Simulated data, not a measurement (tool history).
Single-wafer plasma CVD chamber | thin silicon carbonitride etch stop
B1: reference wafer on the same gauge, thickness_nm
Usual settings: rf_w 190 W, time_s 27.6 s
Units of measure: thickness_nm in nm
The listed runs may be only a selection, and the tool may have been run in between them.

run 1 hour=0.0 | rf_w=190 time_s=27.6 | B1=16.186 | thickness_nm=14.908
run 2 hour=70.0 | rf_w=190 time_s=27.6 | B1=16.146 | thickness_nm=14.887
run 3 hour=122.9 | rf_w=190 time_s=27.6 | B1=16.092 | thickness_nm=14.954
run 4 hour=151.3 | rf_w=190 time_s=27.6 | B1=16.055 | thickness_nm=14.761
run 5 hour=199.9 | rf_w=190 time_s=27.6 | B1=16.093 | thickness_nm=14.804
run 6 hour=271.6 | rf_w=215 time_s=30.8 | B1=15.971 | thickness_nm=17.034
run 7 hour=297.9 | rf_w=190 time_s=27.6 | B1=16.026 | thickness_nm=14.796
run 8 hour=337.3 | rf_w=190 time_s=24.4 | B1=15.984 | thickness_nm=13.019
run 9 hour=366.0 | rf_w=190 time_s=27.6 | B1=16.021 | thickness_nm=14.722
run 10 hour=578.3 | rf_w=190 time_s=27.6 | B1=15.870 | thickness_nm=14.689
run 11 hour=644.4 | rf_w=190 time_s=27.6 | B1=15.801 | thickness_nm=14.702
-- hour=657.1 thermocouple changed; heater temperature recalibrated
run 12 hour=824.6 | rf_w=190 time_s=27.6 | B1=15.809 | thickness_nm=14.457
run 13 hour=860.7 | rf_w=190 time_s=27.6 | B1=15.749 | thickness_nm=14.702
-- hour=872.1 RF generator calibrated
run 14 hour=891.9 | rf_w=180 time_s=27.6 | B1=15.735 | thickness_nm=14.323
run 15 hour=943.3 | rf_w=180 time_s=27.6 | B1=15.665 | thickness_nm=14.268
run 16 hour=1010.4 | rf_w=180 time_s=27.6 | B1=15.681 | thickness_nm=14.226
run 17 hour=1080.5 | rf_w=225 time_s=24.2 | B1=15.626 | thickness_nm=13.182
-- hour=1097.9 gauge calibrated
run 18 hour=1105.5 | rf_w=165 time_s=23.7 | B1=16.286 | thickness_nm=12.401
run 19 hour=1175.4 | rf_w=190 time_s=27.6 | B1=16.289 | thickness_nm=14.914
run 20 hour=1218.7 | rf_w=220 time_s=27.6 | B1=16.247 | thickness_nm=15.579
run 21 hour=1254.1 | rf_w=155 time_s=24.9 | B1=16.208 | thickness_nm=12.697
-- hour=1295.6 showerhead replaced
run 22 hour=1319.0 | rf_w=190 time_s=27.6 | B1=16.160 | thickness_nm=14.999
run 23 hour=1353.8 | rf_w=205 time_s=31.7 | B1=16.219 | thickness_nm=17.541
run 24 hour=1408.5 | rf_w=190 time_s=27.6 | B1=16.127 | thickness_nm=14.912
run 25 hour=1464.2 | rf_w=155 time_s=27.6 | B1=16.118 | thickness_nm=14.152

Predict the results of run 26:
run 26 hour=1509.8 | rf_w=190 time_s=27.6 | B1=? | thickness_nm=?

Run 26 measured B1 16.167, thickness_nm 14.815 nm.
Without the tool's hidden state the same run would have given thickness_nm 15.187 nm.
